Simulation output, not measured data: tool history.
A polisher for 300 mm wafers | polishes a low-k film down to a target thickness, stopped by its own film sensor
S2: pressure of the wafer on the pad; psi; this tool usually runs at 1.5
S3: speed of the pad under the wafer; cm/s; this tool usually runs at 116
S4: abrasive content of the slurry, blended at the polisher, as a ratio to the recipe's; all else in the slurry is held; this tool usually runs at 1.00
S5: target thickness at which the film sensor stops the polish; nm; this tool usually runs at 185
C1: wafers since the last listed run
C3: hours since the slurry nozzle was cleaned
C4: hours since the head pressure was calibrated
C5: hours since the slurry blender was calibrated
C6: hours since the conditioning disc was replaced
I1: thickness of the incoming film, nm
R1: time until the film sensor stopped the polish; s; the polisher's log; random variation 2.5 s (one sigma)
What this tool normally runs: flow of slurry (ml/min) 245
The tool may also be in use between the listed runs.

{"run": 1, "hour": 0.0, "flow of slurry (ml/min)": 245, "S2": 1.5, "S3": 116, "S4": 1.0, "S5": 185, "C1": 0, "wafers polished on this pad": 1974, "C3": 668.1, "C4": 718.8, "C5": 223.4, "C6": 72.0, "I1": 241.9, "R1": 139.4}
{"run": 2, "hour": 27.5, "flow of slurry (ml/min)": 245, "S2": 1.5, "S3": 116, "S4": 1.0, "S5": 185, "C1": 139, "wafers polished on this pad": 2113, "C3": 695.6, "C4": 746.3, "C5": 250.9, "C6": 99.5, "I1": 237.1, "R1": 124.3}
{"hour": 83.5, "done": "worn pad replaced by a new one"}
{"run": 3, "hour": 84.0, "flow of slurry (ml/min)": 245, "S2": 1.5, "S3": 116, "S4": 1.0, "S5": 185, "C1": 265, "wafers polished on this pad": 2, "C3": 752.1, "C4": 802.8, "C5": 307.4, "C6": 156.0, "I1": 243.9, "R1": 141.9}
{"hour": 119.3, "done": "slurry nozzle cleaned"}
{"hour": 222.2, "done": "head pressure recalibrated"}
{"hour": 243.6, "done": "slurry blender recalibrated"}
{"run": 4, "hour": 268.8, "flow of slurry (ml/min)": 245, "S2": 1.5, "S3": 116, "S4": 1.0, "S5": 185, "C1": 909, "wafers polished on this pad": 912, "C3": 149.5, "C4": 46.6, "C5": 25.2, "C6": 340.8, "I1": 238.5, "R1": 127.3}
{"run": 5, "hour": 319.9, "flow of slurry (ml/min)": 245, "S2": 1.5, "S3": 116, "S4": 1.0, "S5": 185, "C1": 258, "wafers polished on this pad": 1170, "C3": 200.6, "C4": 97.7, "C5": 76.3, "C6": 391.9, "I1": 241.7, "R1": 141.4}
{"hour": 429.9, "done": "conditioning disc replaced and pad reconditioned"}
{"hour": 517.8, "done": "worn pad replaced by a new one"}
{"run": 6, "hour": 521.4, "flow of slurry (ml/min)": 245, "S2": 1.5, "S3": 116, "S4": 1.0, "S5": 185, "C1": 988, "wafers polished on this pad": 18, "C3": 402.1, "C4": 299.2, "C5": 277.8, "C6": 91.5, "I1": 242.8, "R1": 139.0}
{"run": 7, "hour": 691.2, "flow of slurry (ml/min)": 245, "S2": 1.5, "S3": 116, "S4": 1.0, "S5": 185, "C1": 858, "wafers polished on this pad": 877, "C3": 571.9, "C4": 469.0, "C5": 447.6, "C6": 261.3, "I1": 238.8, "R1": 126.6}
{"hour": 719.0, "done": "slurry blender recalibrated"}
{"run": 8, "hour": 761.4, "flow of slurry (ml/min)": 245, "S2": 1.5, "S3": 102, "S4": 0.85, "S5": 185, "C1": 344, "wafers polished on this pad": 1222, "C3": 642.1, "C4": 539.2, "C5": 42.4, "C6": 331.5, "I1": 238.8, "R1": 159.9}
{"hour": 802.4, "done": "slurry nozzle cleaned"}
{"hour": 817.5, "done": "conditioning disc replaced and pad reconditioned"}
{"run": 9, "hour": 823.5, "flow of slurry (ml/min)": 245, "S2": 1.5, "S3": 102, "S4": 0.85, "S5": 185, "C1": 298, "wafers polished on this pad": 1521, "C3": 21.1, "C4": 601.3, "C5": 104.5, "C6": 6.0, "I1": 239.5, "R1": 155.3}
{"run": 10, "hour": 876.8, "flow of slurry (ml/min)": 245, "S2": 1.5, "S3": 116, "S4": 1.0, "S5": 185, "C1": 269, "wafers polished on this pad": 1790, "C3": 74.4, "C4": 654.6, "C5": 157.8, "C6": 59.3, "I1": 240.3, "R1": 137.8}
{"run": 11, "hour": 931.4, "flow of slurry (ml/min)": 245, "S2": 1.5, "S3": 116, "S4": 1.0, "S5": 185, "C1": 276, "wafers polished on this pad": 2066, "C3": 129.0, "C4": 709.2, "C5": 212.4, "C6": 113.9, "I1": 236.5, "R1": 128.5}
{"run": 12, "hour": 959.1, "flow of slurry (ml/min)": 245, "S2": 1.7, "S3": 96, "S4": 1.0, "S5": 185, "C1": 140, "wafers polished on this pad": 2207, "C3": 156.7, "C4": 736.9, "C5": 240.1, "C6": 141.6, "I1": 237.0, "R1": 131.7}
{"hour": 996.0, "done": "worn pad replaced by a new one"}
{"hour": 1074.7, "done": "head pressure recalibrated"}
{"hour": 1163.1, "done": "slurry blender recalibrated"}
{"run": 13, "hour": 1168.5, "flow of slurry (ml/min)": 310, "S2": 1.5, "S3": 116, "S4": 1.0, "S5": 171, "C1": 1018, "wafers polished on this pad": 852, "C3": 366.1, "C4": 93.8, "C5": 5.4, "C6": 351.0, "I1": 241.4, "R1": 175.6}
{"run": 14, "hour": 1230.0, "flow of slurry (ml/min)": 160, "S2": 1.5, "S3": 100, "S4": 1.3, "S5": 185, "C1": 311, "wafers polished on this pad": 1163, "C3": 427.6, "C4": 155.3, "C5": 66.9, "C6": 412.5, "I1": 238.1, "R1": 133.2}
{"hour": 1274.1, "done": "conditioning disc replaced and pad reconditioned"}
{"run": 15, "hour": 1281.3, "flow of slurry (ml/min)": 245, "S2": 1.7, "S3": 116, "S4": 1.0, "S5": 202, "C1": 249, "wafers polished on this pad": 1412, "C3": 478.9, "C4": 206.6, "C5": 118.2, "C6": 7.2, "I1": 242.6, "R1": 86.1}
{"run": 16, "hour": 1319.6, "flow of slurry (ml/min)": 245, "S2": 1.5, "S3": 116, "S4": 1.0, "S5": 185, "C1": 193, "wafers polished on this pad": 1606, "C3": 517.2, "C4": 244.9, "C5": 156.5, "C6": 45.5, "I1": 240.2, "R1": 138.7}
{"run": 17, "hour": 1357.6, "flow of slurry (ml/min)": 245, "S2": 1.0, "S3": 154, "S4": 1.2, "S5": 185, "C1": 192, "wafers polished on this pad": 1798, "C3": 555.2, "C4": 282.9, "C5": 194.5, "C6": 83.5, "I1": 238.0, "R1": 142.9}
{"hour": 1384.7, "done": "worn pad replaced by a new one"}
{"run": 18, "hour": 1425.9, "flow of slurry (ml/min)": 275, "S2": 1.5, "S3": 116, "S4": 1.0, "S5": 185, "C1": 325, "wafers polished on this pad": 208, "C3": 623.5, "C4": 351.2, "C5": 262.8, "C6": 151.8, "I1": 237.7, "R1": 124.1}
{"hour": 1463.2, "done": "slurry nozzle cleaned"}
{"run": 19, "hour": 1471.2, "flow of slurry (ml/min)": 195, "S2": 1.5, "S3": 150, "S4": 0.9, "S5": 174, "C1": 224, "wafers polished on this pad": 432, "C3": 8.0, "C4": 396.5, "C5": 308.1, "C6": 197.1, "I1": 236.4, "R1": 131.2}
{"run": 20, "hour": 1589.4, "flow of slurry (ml/min)": 245, "S2": 1.5, "S3": 116, "S4": 1.0, "S5": 185, "C1": 597, "wafers polished on this pad": 1030, "C3": 126.2, "C4": 514.7, "C5": 426.3, "C6": 315.3, "I1": 243.9, "R1": 140.9}
{"run": 21, "hour": 1634.0, "flow of slurry (ml/min)": 315, "S2": 1.8, "S3": 134, "S4": 1.0, "S5": 200, "C1": 225, "wafers polished on this pad": 1255, "C3": 170.8, "C4": 559.3, "C5": 470.9, "C6": 359.9, "I1": 238.5, "R1": 68.0}
{"hour": 1677.2, "done": "slurry blender recalibrated"}
{"run": 22, "hour": 1677.7, "flow of slurry (ml/min)": 245, "S2": 1.5, "S3": 116, "S4": 1.0, "S5": 176, "C1": 210, "wafers polished on this pad": 1466, "C3": 214.5, "C4": 603.0, "C5": 0.5, "C6": 403.6, "I1": 237.9, "R1": 151.1}
{"hour": 1705.6, "done": "conditioning disc replaced and pad reconditioned"}
{"run": 23, "hour": 1717.5, "flow of slurry (ml/min)": 295, "S2": 1.5, "S3": 86, "S4": 1.0, "S5": 177, "C1": 191, "wafers polished on this pad": 1657, "C3": 254.3, "C4": 642.8, "C5": 40.3, "C6": 11.9, "I1": 237.7, "R1": 187.6}
{"run": 24, "hour": 1778.8, "flow of slurry (ml/min)": 245, "S2": 1.7, "S3": 116, "S4": 1.0, "S5": 195, "C1": 310, "wafers polished on this pad": 1968, "C3": 315.6, "C4": 704.1, "C5": 101.6, "C6": 73.2, "I1": 238.1, "R1": 95.0}
{"run": 25, "hour": 1816.8, "flow of slurry (ml/min)": 245, "S2": 1.2, "S3": 116, "S4": 1.0, "S5": 193, "C1": 192, "wafers polished on this pad": 2160, "C3": 353.6, "C4": 742.1, "C5": 139.6, "C6": 111.2, "I1": 242.3, "R1": 151.7}
{"hour": 1862.0, "done": "worn pad replaced by a new one"}
{"run": 26, "hour": 1886.0, "flow of slurry (ml/min)": 315, "S2": 1.5, "S3": 152, "S4": 1.0, "S5": 185, "C1": 329, "wafers polished on this pad": 121, "C3": 422.8, "C4": 811.3, "C5": 208.8, "C6": 180.4, "I1": 238.7, "R1": 106.5}

Across each entry between runs, compare the hidden state at the last listed run before it with the hidden state at the first listed run after it:
In the gap between runs 2 and 3: worn pad replaced by a new one (hour 83.5)
  no difference in the tool's unlogged condition between these two runs
In the gap between runs 3 and 4: slurry nozzle cleaned (hour 119.3); head pressure recalibrated (hour 222.2); slurry blender recalibrated (hour 243.6)
  no difference in the tool's unlogged condition between these two runs
In the gap between runs 5 and 6: conditioning disc replaced and pad reconditioned (hour 429.9); worn pad replaced by a new one (hour 517.8)
  no difference in the tool's unlogged condition between these two runs
In the gap between runs 7 and 8: slurry blender recalibrated (hour 719.0)
  no difference in the tool's unlogged condition between these two runs
In the gap between runs 8 and 9: slurry nozzle cleaned (hour 802.4); conditioning disc replaced and pad reconditioned (hour 817.5)
  no difference in the tool's unlogged condition between these two runs
In the gap between runs 12 and 13: worn pad replaced by a new one (hour 996.0); head pressure recalibrated (hour 1074.7); slurry blender recalibrated (hour 1163.1)
  no difference in the tool's unlogged condition between these two runs
In the gap between runs 14 and 15: conditioning disc replaced and pad reconditioned (hour 1274.1)
  no difference in the tool's unlogged condition between these two runs
In the gap between runs 17 and 18: worn pad replaced by a new one (hour 1384.7)
  no difference in the tool's unlogged condition between these two runs
In the gap between runs 18 and 19: slurry nozzle cleaned (hour 1463.2)
  no difference in the tool's unlogged condition between these two runs
In the gap between runs 21 and 22: slurry blender recalibrated (hour 1677.2)
  no difference in the tool's unlogged condition between these two runs
In the gap between runs 22 and 23: conditioning disc replaced and pad reconditioned (hour 1705.6)
  no difference in the tool's unlogged condition between these two runs
In the gap between runs 25 and 26: worn pad replaced by a new one (hour 1862.0)
  no difference in the tool's unlogged condition between these two runs
